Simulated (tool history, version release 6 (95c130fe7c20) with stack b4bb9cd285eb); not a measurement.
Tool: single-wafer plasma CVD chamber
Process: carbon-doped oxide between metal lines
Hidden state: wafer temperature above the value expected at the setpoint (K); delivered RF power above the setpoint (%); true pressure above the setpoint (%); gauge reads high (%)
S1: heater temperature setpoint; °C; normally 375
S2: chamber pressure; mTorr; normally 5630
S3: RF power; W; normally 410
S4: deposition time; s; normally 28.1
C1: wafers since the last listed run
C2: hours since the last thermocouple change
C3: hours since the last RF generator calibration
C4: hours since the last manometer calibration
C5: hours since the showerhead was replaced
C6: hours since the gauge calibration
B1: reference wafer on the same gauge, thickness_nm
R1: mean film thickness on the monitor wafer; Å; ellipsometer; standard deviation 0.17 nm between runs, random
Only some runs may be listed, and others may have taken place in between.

| run | hour | S1 | S2 | S3 | S4 | C1 | C2 | C3 | C4 | C5 | C6 | B1 | R1 |
|---|---|---|---|---|---|---|---|---|---|---|---|---|---|
| 1 | 0.0 | 375 | 5960 | 410 | 29.7 | 0 | 1058.1 | 2055.1 | 1379.4 | 4125.9 | 337.5 | 92.960 | 1145.30 |
| 2 | 8.6 | 375 | 5960 | 410 | 29.7 | 137 | 1066.7 | 2063.7 | 1388.0 | 4134.5 | 346.1 | 93.065 | 1142.95 |
| 3 | 32.8 | 375 | 5630 | 410 | 28.1 | 386 | 1090.9 | 2087.9 | 1412.2 | 4158.7 | 370.3 | 93.046 | 1073.00 |
| 4 | 44.9 | 375 | 5630 | 410 | 28.1 | 193 | 1103.0 | 2100.0 | 1424.3 | 4170.8 | 382.4 | 93.007 | 1072.13 |
| 5 | 51.7 | 375 | 5630 | 410 | 28.1 | 108 | 1109.8 | 2106.8 | 1431.1 | 4177.6 | 389.2 | 93.004 | 1071.41 |
|  | 63.0 | gauge calibrated |
| 6 | 67.1 | 375 | 5630 | 410 | 28.1 | 245 | 1125.2 | 2122.2 | 1446.5 | 4193.0 | 4.1 | 92.972 | 1070.79 |
| 7 | 81.4 | 375 | 5070 | 475 | 28.1 | 228 | 1139.5 | 2136.5 | 1460.8 | 4207.3 | 18.4 | 93.010 | 1195.19 |
| 8 | 89.9 | 375 | 5630 | 410 | 24.3 | 135 | 1148.0 | 2145.0 | 1469.3 | 4215.8 | 26.9 | 93.020 | 925.04 |
| 9 | 101.1 | 375 | 5630 | 410 | 28.1 | 178 | 1159.2 | 2156.2 | 1480.5 | 4227.0 | 38.1 | 93.020 | 1068.59 |
|  | 119.2 | RF generator calibrated |
|  | 140.9 | showerhead replaced |
| 10 | 153.3 | 387 | 6210 | 335 | 25.2 | 578 | 1211.4 | 34.1 | 1532.7 | 12.4 | 90.3 | 93.036 | 838.88 |
|  | 162.1 | capacitance manometer re-zeroed and calibrated |
| 11 | 162.6 | 375 | 6620 | 345 | 26.5 | 20 | 1220.7 | 43.4 | 0.5 | 21.7 | 99.6 | 92.964 | 937.70 |
| 12 | 171.1 | 375 | 5630 | 410 | 25.1 | 135 | 1229.2 | 51.9 | 9.0 | 30.2 | 108.1 | 92.967 | 1024.49 |
| 13 | 188.1 | 386 | 5630 | 410 | 26.2 | 271 | 1246.2 | 68.9 | 26.0 | 47.2 | 125.1 | 93.019 | 1038.51 |
| 14 | 204.5 | 361 | 4620 | 355 | 23.1 | 261 | 1262.6 | 85.3 | 42.4 | 63.6 | 141.5 | 93.023 | 832.97 |
| 15 | 221.1 | 375 | 5630 | 410 | 28.1 | 265 | 1279.2 | 101.9 | 59.0 | 80.2 | 158.1 | 93.010 | 1143.42 |
| 16 | 237.6 | 387 | 6210 | 335 | 25.2 | 263 | 1295.7 | 118.4 | 75.5 | 96.7 | 174.6 | 93.089 | 839.45 |
| 17 | 248.3 | 387 | 6540 | 435 | 33.3 | 170 | 1306.4 | 129.1 | 86.2 | 107.4 | 185.3 | 93.026 | 1411.16 |
|  | 264.1 | thermocouple changed; heater temperature recalibrated |
| 18 | 265.2 | 375 | 4690 | 465 | 31.8 | 142 | 1.1 | 146.0 | 103.1 | 124.3 | 202.2 | 92.973 | 1367.44 |
| 19 | 278.3 | 375 | 4840 | 385 | 24.3 | 209 | 14.2 | 159.1 | 116.2 | 137.4 | 215.3 | 93.000 | 898.52 |
| 20 | 299.6 | 375 | 6770 | 410 | 32.2 | 340 | 35.5 | 180.4 | 137.5 | 158.7 | 236.6 | 92.991 | 1315.59 |
| 21 | 313.9 | 375 | 6010 | 480 | 25.2 | 228 | 49.8 | 194.7 | 151.8 | 173.0 | 250.9 | 93.032 | 1163.15 |
| 22 | 328.8 | 375 | 5630 | 410 | 28.1 | 237 | 64.7 | 209.6 | 166.7 | 187.9 | 265.8 | 92.997 | 1126.87 |
| 23 | 340.1 | 360 | 5260 | 440 | 25.3 | 180 | 76.0 | 220.9 | 178.0 | 199.2 | 277.1 | 93.005 | 1115.18 |
| 24 | 353.1 | 364 | 4240 | 410 | 28.1 | 207 | 89.0 | 233.9 | 191.0 | 212.2 | 290.1 | 92.919 | 1102.47 |
| 25 | 369.0 | 364 | 4550 | 410 | 32.6 | 253 | 104.9 | 249.8 | 206.9 | 228.1 | 306.0 | 92.995 | 1291.11 |
| 26 | 377.4 | 375 | 5630 | 330 | 28.1 | 134 | 113.3 | 258.2 | 215.3 | 236.5 | 314.4 | 92.922 | 923.75 |
| 27 | 386.6 | 375 | 5630 | 410 | 28.1 | 146 | 122.5 | 267.4 | 224.5 | 245.7 | 323.6 | 92.995 | 1129.38 |
| 28 | 397.6 | 375 | 5630 | 410 | 31.0 | 175 | 133.5 | 278.4 | 235.5 | 256.7 | 334.6 | 92.982 | 1244.62 |

Below are 4 alternative next runs, each starting from the tool's condition after run 28. Predict each:
| A | 398.0 | 375 | 5630 | 410 | 25.2 | 6 | 133.9 | 278.8 | 235.9 | 257.1 | 335.0 | ? | ? |
| B | 398.0 | 360 | 6290 | 410 | 24.1 | 6 | 133.9 | 278.8 | 235.9 | 257.1 | 335.0 | ? | ? |
| C | 398.0 | 367 | 6160 | 350 | 31.3 | 6 | 133.9 | 278.8 | 235.9 | 257.1 | 335.0 | ? | ? |
| D | 398.0 | 367 | 5630 | 410 | 30.1 | 6 | 133.9 | 278.8 | 235.9 | 257.1 | 335.0 | ? | ? |

| run | B1 | R1 |
|---|---|---|
| A | 92.980 | 1018.00 |
| B | 92.980 | 1030.39 |
| C | 92.980 | 1125.72 |
| D | 92.980 | 1238.40 |
Take away the tool's hidden state, keep each run's random variation, and the runs would have read:
| run | R1 |
|---|---|
| A | 1022.23 |
| B | 1034.46 |
| C | 1130.51 |
| D | 1243.42 |

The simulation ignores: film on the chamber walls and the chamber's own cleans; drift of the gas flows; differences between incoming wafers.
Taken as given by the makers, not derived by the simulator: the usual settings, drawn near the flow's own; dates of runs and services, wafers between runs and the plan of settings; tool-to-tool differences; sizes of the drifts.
